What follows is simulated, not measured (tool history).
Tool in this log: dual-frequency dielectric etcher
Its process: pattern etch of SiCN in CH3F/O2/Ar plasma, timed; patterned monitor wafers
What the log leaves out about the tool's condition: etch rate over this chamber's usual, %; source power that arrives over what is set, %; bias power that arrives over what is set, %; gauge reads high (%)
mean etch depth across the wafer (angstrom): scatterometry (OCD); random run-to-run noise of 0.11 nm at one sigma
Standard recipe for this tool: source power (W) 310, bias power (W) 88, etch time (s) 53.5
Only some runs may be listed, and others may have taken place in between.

run,hour,source power (W),bias power (W),etch time (s),wafers since the last listed run,hours since the last wet clean,hours since the last source power generator calibration,hours since the last bias power generator calibration,hours since the last upper electrode change,hours since the gauge calibration,"read-back reference wafer on the same gauge, depth_nm",mean etch depth across the wafer (angstrom)
1,0.0,310,88,53.5,0,435.9,4665.7,4862.8,3398.2,339.2,16.82,200.8
2,18.0,310,88,53.5,196,453.9,4683.7,4880.8,3416.2,357.2,16.82,198.2
3,35.2,310,88,53.5,187,471.1,4700.9,4898.0,3433.4,374.4,16.80,198.8
# hour 46.1: source power generator calibrated
# hour 51.5: gauge calibrated
4,52.0,310,88,53.5,139,487.9,5.9,4914.8,3450.2,0.5,16.81,198.9
5,58.5,310,88,53.5,70,494.4,12.4,4921.3,3456.7,7.0,16.81,199.2
6,68.6,310,88,53.5,110,504.5,22.5,4931.4,3466.8,17.1,16.79,197.7
7,75.0,310,71,53.5,69,510.9,28.9,4937.8,3473.2,23.5,16.81,180.7
8,81.5,310,71,53.5,70,517.4,35.4,4944.3,3479.7,30.0,16.83,180.2
9,92.8,350,88,53.5,123,528.7,46.7,4955.6,3491.0,41.3,16.77,207.1
# hour 105.8: bias power generator calibrated
# hour 117.7: wet clean of the chamber
10,118.2,310,88,53.5,103,0.5,72.1,12.4,3516.4,66.7,16.80,205.8
11,118.5,360,88,53.5,3,0.8,72.4,12.7,3516.7,67.0,16.79,217.0
# hour 188.7: upper electrode replaced
12,189.2,340,74,46.0,508,71.5,143.1,83.4,0.5,137.7,16.79,169.4
13,189.5,310,88,49.0,3,71.8,143.4,83.7,0.8,138.0,16.81,188.1
14,189.9,310,96,53.5,4,72.2,143.8,84.1,1.2,138.4,16.80,212.7
15,196.0,310,88,63.5,66,78.3,149.9,90.2,7.3,144.5,16.80,243.7
16,210.9,240,82,53.5,162,93.2,164.8,105.1,22.2,159.4,16.81,182.3
17,218.7,240,88,53.5,84,101.0,172.6,112.9,30.0,167.2,16.79,188.1
18,228.3,350,99,68.5,104,110.6,182.2,122.5,39.6,176.8,16.77,288.7
19,235.4,310,88,53.5,77,117.7,189.3,129.6,46.7,183.9,16.80,205.9
20,271.6,310,88,53.5,394,153.9,225.5,165.8,82.9,220.1,16.80,203.2
21,278.7,310,97,67.5,77,161.0,232.6,172.9,90.0,227.2,16.81,271.7
22,290.9,340,106,68.5,132,173.2,244.8,185.1,102.2,239.4,16.80,292.5
23,305.0,290,81,38.5,153,187.3,258.9,199.2,116.3,253.5,16.81,138.9
24,315.8,310,96,58.0,117,198.1,269.7,210.0,127.1,264.3,16.81,227.7
25,322.9,310,80,53.5,77,205.2,276.8,217.1,134.2,271.4,16.82,195.9
26,329.7,360,103,59.0,74,212.0,283.6,223.9,141.0,278.2,16.81,253.7
27,345.1,280,108,43.0,167,227.4,299.0,239.3,156.4,293.6,16.85,172.7
28,355.2,280,88,53.5,110,237.5,309.1,249.4,166.5,303.7,16.81,196.5
29,367.2,310,77,53.5,130,249.5,321.1,261.4,178.5,315.7,16.78,191.4

Measured minus without-hidden-state, run by run (identical run-to-run variation in each term; gauge scatter may differ):
run,mean etch depth across the wafer (angstrom)
1,-7.7
2,-7.9
3,-8.2
4,-8.6
5,-8.7
6,-8.8
7,-8.1
8,-8.2
9,-9.7
10,+0.1
11,+0.1
12,-0.9
13,-1.0
14,-1.1
15,-1.4
16,-1.3
17,-1.4
18,-2.5
19,-1.9
20,-2.5
21,-3.5
22,-4.1
23,-2.1
24,-3.6
25,-3.3
26,-4.3
27,-3.2
28,-3.8
29,-3.9
